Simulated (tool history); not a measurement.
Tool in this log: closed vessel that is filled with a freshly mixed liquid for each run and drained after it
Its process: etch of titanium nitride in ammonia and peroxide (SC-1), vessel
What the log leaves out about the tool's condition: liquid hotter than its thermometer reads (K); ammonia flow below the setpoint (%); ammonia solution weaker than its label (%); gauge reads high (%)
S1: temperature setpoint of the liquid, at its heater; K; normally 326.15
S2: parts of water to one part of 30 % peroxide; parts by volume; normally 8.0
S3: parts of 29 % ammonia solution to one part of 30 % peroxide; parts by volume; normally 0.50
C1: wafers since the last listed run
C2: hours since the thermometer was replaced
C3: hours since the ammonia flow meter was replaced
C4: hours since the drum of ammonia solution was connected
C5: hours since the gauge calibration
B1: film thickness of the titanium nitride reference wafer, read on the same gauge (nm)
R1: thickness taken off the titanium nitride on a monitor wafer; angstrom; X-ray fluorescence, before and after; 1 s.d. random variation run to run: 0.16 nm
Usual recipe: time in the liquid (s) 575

Run 1, day 0.000: usual settings; C1 0; C2 430.6; C3 682.4; C4 666.2; C5 2177.6; B1 50.01. Result: R1 374.5 angstrom.
Run 2, day 2.821: usual settings; C1 5615; C2 498.3; C3 750.1; C4 733.9; C5 2245.3; B1 50.01. Result: R1 374.5 angstrom.
Run 3, day 5.429: usual settings; C1 5192; C2 560.9; C3 812.7; C4 796.5; C5 2307.9; B1 50.05. Result: R1 379.2 angstrom.
At day 6.025: ammonia flow meter replaced.
Run 4, day 9.150: usual settings but S1 317.15 K, S3 0.65 parts by volume, time in the liquid (s) 885; C1 7324; C2 650.2; C3 75.0; C4 885.8; C5 2397.2; B1 49.95. Result: R1 319.6 angstrom.
Run 5, day 13.250: usual settings but S1 335.15 K, time in the liquid (s) 815; C1 8162; C2 748.6; C3 173.4; C4 984.2; C5 2495.6; B1 50.02. Result: R1 979.2 angstrom.
Run 6, day 17.196: usual settings but S3 0.30 parts by volume, time in the liquid (s) 740; C1 7855; C2 843.3; C3 268.1; C4 1078.9; C5 2590.3; B1 49.99. Result: R1 446.0 angstrom.
At day 17.333: new drum of ammonia solution connected.
At day 19.738: thermometer replaced.
Run 7, day 20.529: usual settings but S3 0.40 parts by volume, time in the liquid (s) 695; C1 6469; C2 19.0; C3 348.1; C4 76.7; C5 2670.3; B1 49.99. Result: R1 429.2 angstrom.
Run 8, day 24.008: usual settings but S1 330.65 K; C1 6926; C2 102.5; C3 431.6; C4 160.2; C5 2753.8; B1 50.02. Result: R1 497.1 angstrom.
Run 9, day 26.262: usual settings but S1 332.65 K, S2 9.5 parts by volume, S3 0.30 parts by volume, time in the liquid (s) 680; C1 4487; C2 156.6; C3 485.7; C4 214.3; C5 2807.9; B1 49.99. Result: R1 563.7 angstrom.
Run 10, day 29.071: usual settings; C1 5590; C2 224.0; C3 553.1; C4 281.7; C5 2875.3; B1 50.02. Result: R1 371.1 angstrom.
Run 11, day 31.950: usual settings but S1 335.65 K, S3 0.65 parts by volume; C1 5731; C2 293.1; C3 622.2; C4 350.8; C5 2944.4; B1 49.99. Result: R1 730.1 angstrom.
Run 12, day 35.200: usual settings but S1 321.15 K, time in the liquid (s) 845; C1 6469; C2 371.1; C3 700.2; C4 428.8; C5 3022.4; B1 49.99. Result: R1 386.7 angstrom.
Run 13, day 38.467: usual settings but S3 0.65 parts by volume, time in the liquid (s) 315; C1 6503; C2 449.5; C3 778.6; C4 507.2; C5 3100.8; B1 50.02. Result: R1 212.0 angstrom.
Run 14, day 41.008: usual settings but S1 332.15 K, S3 0.40 parts by volume, time in the liquid (s) 910; C1 5059; C2 510.5; C3 839.6; C4 568.2; C5 3161.8; B1 50.02. Result: R1 861.6 angstrom.
At day 43.538: ammonia flow meter replaced.
Run 15, day 45.133: usual settings but S3 0.70 parts by volume; C1 8128; C2 609.5; C3 38.3; C4 667.2; C5 3260.8; B1 50.01. Result: R1 397.7 angstrom.
Run 16, day 48.142: usual settings but S1 331.15 K, S3 0.70 parts by volume, time in the liquid (s) 915; C1 5988; C2 681.7; C3 110.5; C4 739.4; C5 3333.0; B1 49.97. Result: R1 880.7 angstrom.
At day 50.283: thermometer replaced.
Run 17, day 51.546: usual settings; C1 6693; C2 30.3; C3 192.2; C4 821.1; C5 3414.7; B1 50.04. Result: R1 365.3 angstrom.
Run 18, day 54.150: usual settings but S1 318.65 K, S2 7.0 parts by volume, S3 0.70 parts by volume, time in the liquid (s) 695; C1 5184; C2 92.8; C3 254.7; C4 883.6; C5 3477.2; B1 49.97. Result: R1 295.5 angstrom.
Run 19, day 57.683: usual settings but S3 0.70 parts by volume, time in the liquid (s) 820; C1 7033; C2 177.6; C3 339.5; C4 968.4; C5 3562.0; B1 49.99. Result: R1 560.4 angstrom.
Run 20, day 61.538: usual settings but S1 333.15 K, S3 0.40 parts by volume; C1 7672; C2 270.1; C3 432.0; C4 1060.9; C5 3654.5; B1 49.98. Result: R1 571.1 angstrom.
At day 63.362: gauge calibrated.
At day 64.225: new drum of ammonia solution connected.
Run 21, day 74.400: usual settings but S1 335.65 K, S2 6.5 parts by volume, S3 0.45 parts by volume; C1 25523; C2 578.8; C3 740.7; C4 244.2; C5 264.9; B1 49.99. Result: R1 765.8 angstrom.
At day 75.367: ammonia flow meter replaced.
Run 22, day 76.412: usual settings but S1 332.15 K, S3 0.40 parts by volume, time in the liquid (s) 910; C1 3923; C2 627.1; C3 25.1; C4 292.5; C5 313.2; B1 50.04. Result: R1 856.3 angstrom.
Run 23, day 78.846: usual settings but S1 316.15 K, S2 11.0 parts by volume; C1 4844; C2 685.5; C3 83.5; C4 350.9; C5 371.6; B1 49.97. Result: R1 159.2 angstrom.
Run 24, day 82.588: usual settings but S1 318.15 K, S2 10.0 parts by volume, time in the liquid (s) 285; C1 7448; C2 775.3; C3 173.3; C4 440.7; C5 461.4; B1 49.98. Result: R1 96.3 angstrom.
At day 83.758: thermometer replaced.
Run 25, day 85.854: usual settings; C1 6420; C2 50.3; C3 251.7; C4 519.1; C5 539.8; B1 50.02. Result: R1 367.8 angstrom.
Run 26, day 97.950: usual settings but S1 332.15 K, S2 11.0 parts by volume, time in the liquid (s) 685; C1 24079; C2 340.6; C3 542.0; C4 809.4; C5 830.1; B1 49.98. Result: R1 563.4 angstrom.
Run 27, day 100.621: usual settings but S1 317.15 K, S3 0.65 parts by volume, time in the liquid (s) 885; C1 5316; C2 404.7; C3 606.1; C4 873.5; C5 894.2; B1 50.05. Result: R1 319.7 angstrom.

4 options for the next run, each taken on its own from the tool as it stands now. Forecast them:
Run A, day 100.654: usual settings but S1 333.15 K; C1 66; C2 405.5; C3 606.9; C4 874.3; C5 895.0; B1 ?. Result: R1 ?.
Run B, day 100.654: usual settings but time in the liquid (s) 365; C1 66; C2 405.5; C3 606.9; C4 874.3; C5 895.0; B1 ?. Result: R1 ?.
Run C, day 100.654: usual settings but S1 323.15 K, S2 11.5 parts by volume, S3 0.70 parts by volume, time in the liquid (s) 845; C1 66; C2 405.5; C3 606.9; C4 874.3; C5 895.0; B1 ?. Result: R1 ?.
Run D, day 100.654: usual settings but S1 321.65 K, S2 10.0 parts by volume, S3 0.65 parts by volume; C1 66; C2 405.5; C3 606.9; C4 874.3; C5 895.0; B1 ?. Result: R1 ?.

run     B1     R1
  A  49.97  597.6
  B  49.97  237.6
  C  49.97  392.8
  D  49.97  255.6
Without the tool's unlogged condition, the same runs would have read:
run     R1
  A  584.8
  B  232.3
  C  383.9
  D  249.8

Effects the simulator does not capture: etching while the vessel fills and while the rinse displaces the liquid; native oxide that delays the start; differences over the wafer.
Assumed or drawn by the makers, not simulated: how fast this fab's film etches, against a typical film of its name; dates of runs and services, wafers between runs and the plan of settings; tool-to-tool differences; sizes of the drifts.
